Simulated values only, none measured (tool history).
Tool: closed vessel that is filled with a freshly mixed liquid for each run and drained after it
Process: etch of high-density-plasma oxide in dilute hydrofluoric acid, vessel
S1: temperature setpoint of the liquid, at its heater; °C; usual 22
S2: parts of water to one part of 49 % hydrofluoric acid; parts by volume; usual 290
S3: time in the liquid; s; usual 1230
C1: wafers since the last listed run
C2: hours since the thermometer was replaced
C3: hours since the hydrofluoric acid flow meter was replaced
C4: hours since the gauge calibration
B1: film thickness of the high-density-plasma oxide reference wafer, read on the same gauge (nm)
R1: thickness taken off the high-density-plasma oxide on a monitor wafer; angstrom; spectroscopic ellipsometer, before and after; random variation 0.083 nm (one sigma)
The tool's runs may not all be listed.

| run | day | S1 | S2 | S3 | C1 | C2 | C3 | C4 | B1 | R1 |
|---|---|---|---|---|---|---|---|---|---|---|
| 1 | 0 | 22 | 290 | 1690 | 0 | 1424.4 | 1417.5 | 20.3 | 39.97 | 236.8 |
| 2 | 0.65 | 22 | 290 | 1690 | 1073 | 1440 | 1433.1 | 35.9 | 39.97 | 236.8 |
| 3 | 1.404 | 22 | 290 | 1690 | 1246 | 1458.1 | 1451.2 | 54 | 39.98 | 235.9 |
| 4 | 2.508 | 22 | 290 | 1230 | 1824 | 1484.6 | 1477.7 | 80.5 | 40.02 | 174.6 |
| 5 | 3.6 | 22 | 290 | 1230 | 1803 | 1510.8 | 1503.9 | 106.7 | 40.03 | 173.5 |
| 6 | 4.171 | 22 | 290 | 1230 | 943 | 1524.5 | 1517.6 | 120.4 | 39.99 | 172 |
| 7 | 5.375 | 22 | 290 | 1230 | 1989 | 1553.4 | 1546.5 | 149.3 | 39.97 | 173.4 |
|  | 5.783 | hydrofluoric acid flow meter replaced |
| 8 | 5.95 | 22 | 290 | 1230 | 881 | 1567.2 | 4 | 163.1 | 40.01 | 152.3 |
| 9 | 6.542 | 22 | 245 | 1230 | 977 | 1581.4 | 18.2 | 177.3 | 40 | 190 |
| 10 | 7.096 | 22 | 290 | 1230 | 915 | 1594.7 | 31.5 | 190.6 | 40.01 | 152.8 |
|  | 7.988 | gauge calibrated |
| 11 | 8.279 | 20 | 290 | 1230 | 1955 | 1623.1 | 59.9 | 7 | 40.05 | 142.7 |
| 12 | 9.533 | 17.5 | 400 | 1230 | 2072 | 1653.2 | 90 | 37.1 | 40.02 | 86 |
| 13 | 10.096 | 24 | 360 | 1760 | 929 | 1666.7 | 103.5 | 50.6 | 39.98 | 179.4 |
|  | 10.625 | thermometer replaced |
| 14 | 10.646 | 22 | 290 | 1230 | 839 | 0.5 | 116.7 | 63.8 | 39.97 | 169.7 |
| 15 | 11.962 | 20.5 | 290 | 1230 | 2175 | 32.1 | 148.3 | 95.4 | 40.03 | 160.1 |
| 16 | 12.692 | 27 | 190 | 840 | 1204 | 49.6 | 165.8 | 112.9 | 39.97 | 236.2 |
| 17 | 16.612 | 27 | 290 | 1230 | 6478 | 143.7 | 259.9 | 207 | 40.05 | 203.5 |
|  | 17.162 | gauge calibrated |
| 18 | 17.304 | 22 | 290 | 1230 | 1142 | 160.3 | 276.5 | 3.4 | 39.97 | 170.4 |

Hidden state or all else? Some run-to-run changes of R1, split into what the settings, what came in and random variation would give without the hidden state, and what is left for the hidden state (with any gauge scatter that isn't in both results):
The hidden state here: liquid colder than its thermometer reads (K); hydrofluoric acid flow above the setpoint (%); gauge reads high (%).
Run 7 -> 8: hydrofluoric acid flow meter replaced. R1 -21.1 angstrom: hidden state -20.2, all else -0.9.
Run 12 -> 13: S1 17.5 -> 24, S2 400 -> 360, S3 1230 -> 1760. R1 +93.4 angstrom: hidden state -6.2, all else +99.6.

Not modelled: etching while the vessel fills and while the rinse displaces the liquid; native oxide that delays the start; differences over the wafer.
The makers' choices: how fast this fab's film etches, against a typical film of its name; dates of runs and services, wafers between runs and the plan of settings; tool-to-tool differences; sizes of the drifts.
